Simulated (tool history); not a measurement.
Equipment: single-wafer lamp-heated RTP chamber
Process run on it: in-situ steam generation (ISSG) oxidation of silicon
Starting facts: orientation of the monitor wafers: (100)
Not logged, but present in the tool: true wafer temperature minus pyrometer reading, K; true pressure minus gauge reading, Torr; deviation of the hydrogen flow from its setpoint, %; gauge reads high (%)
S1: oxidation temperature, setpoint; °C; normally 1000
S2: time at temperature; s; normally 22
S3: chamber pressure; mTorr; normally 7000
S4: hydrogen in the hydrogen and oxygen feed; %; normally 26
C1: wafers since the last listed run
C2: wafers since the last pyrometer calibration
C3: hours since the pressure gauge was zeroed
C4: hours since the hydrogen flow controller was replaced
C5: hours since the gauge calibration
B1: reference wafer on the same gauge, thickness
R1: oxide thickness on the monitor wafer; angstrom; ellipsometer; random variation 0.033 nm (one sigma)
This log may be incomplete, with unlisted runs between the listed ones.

run,hour,S1,S2,S3,S4,C1,C2,C3,C4,C5,B1,R1
1,0,1000,22,7000,24,0,613,4048.9,2422.3,975.3,6.839,60.2
2,102.8,1000,22,7000,24,883,1496,4151.7,2525.1,1078.1,6.839,59.85
3,140.5,1000,18,7000,26,323,1820,4189.4,2562.8,1115.8,6.841,56.02
4,169.7,1000,18,7000,26,250,2071,4218.6,2592,1145,6.84,55.42
# hour 208.9: pyrometer window cleaned and pyrometer calibrated
5,215.2,1000,22,7000,26,322,54,4264.1,2637.5,1190.5,6.841,61.12
6,258.4,1000,22,7000,26,371,425,4307.3,2680.7,1233.7,6.839,61.11
7,310.9,1000,22,7000,26,450,876,4359.8,2733.2,1286.2,6.841,61.4
8,341.1,989,22,7000,26,259,1135,4390,2763.4,1316.4,6.843,58.72
9,367.2,1000,17,6900,26,224,1359,4416.1,2789.5,1342.5,6.842,54.59
10,393.1,1000,22,7000,26,222,1582,4442,2815.4,1368.4,6.837,61.32
11,420,1000,22,7000,26,231,1813,4468.9,2842.3,1395.3,6.84,61.27
12,466.1,1000,22,7000,26,395,2209,4515,2888.4,1441.4,6.836,61.14
# hour 512: pyrometer window cleaned and pyrometer calibrated
13,512.5,1000,22,7000,26,329,4,4561.4,2934.8,1487.8,6.833,61.5
# hour 521.4: gauge calibrated
# hour 660: hydrogen flow controller replaced
14,691.8,1000,22,7000,26,1471,1475,4740.7,31.8,170.4,6.841,61.9
15,762,981,30,7000,26,602,2078,4810.9,102,240.6,6.847,65.78
# hour 780.1: pyrometer window cleaned and pyrometer calibrated
16,819.1,1000,22,7000,18,421,335,4868,159.1,297.7,6.838,55.85
17,855.7,1014,28,6900,29,314,649,4904.6,195.7,334.3,6.84,75.5
18,927.5,992,27,8100,26,616,1266,4976.4,267.5,406.1,6.84,64.42
19,985.3,1000,28,7000,21,496,1762,5034.2,325.3,463.9,6.835,65.22
20,1053.2,1000,22,7000,26,583,2345,5102.1,393.2,531.8,6.841,61.35
# hour 1071.7: pressure gauge zeroed
21,1091.6,1013,22,7000,30,261,2607,19.9,431.6,570.2,6.834,67.52
# hour 1120.8: pyrometer window cleaned and pyrometer calibrated
22,1131,1000,22,7000,18,269,87,59.3,471,609.6,6.837,56.25
23,1203,995,18,7000,18,618,706,131.3,543,681.6,6.84,49.89
24,1227.3,1000,19,7000,26,208,915,155.6,567.3,705.9,6.842,57.27
25,1282.8,991,25,8000,26,476,1391,211.1,622.8,761.4,6.836,62.9
26,1317.6,1000,22,7000,26,298,1690,245.9,657.6,796.2,6.838,61.49
27,1359.4,1000,22,7000,26,359,2049,287.7,699.4,838,6.845,61.67
28,1388.3,1000,22,7000,26,248,2297,316.6,728.3,866.9,6.838,61.24

Each row is a separate what-if for the run after 28, all from the same tool condition, not one after another. Results?
A,1388.7,982,22,7000,26,3,2301,317,728.7,867.3,?,?
B,1388.7,982,22,8400,26,3,2301,317,728.7,867.3,?,?
C,1388.7,1013,25,7900,22,3,2301,317,728.7,867.3,?,?
D,1388.7,987,22,7000,26,3,2301,317,728.7,867.3,?,?

run,B1,R1
A,6.834,57.57
B,6.834,57.45
C,6.834,66.97
D,6.834,58.67
Without the tool's hidden state the same runs would have given:
run,R1
A,57.57
B,57.45
C,66.97
D,58.67
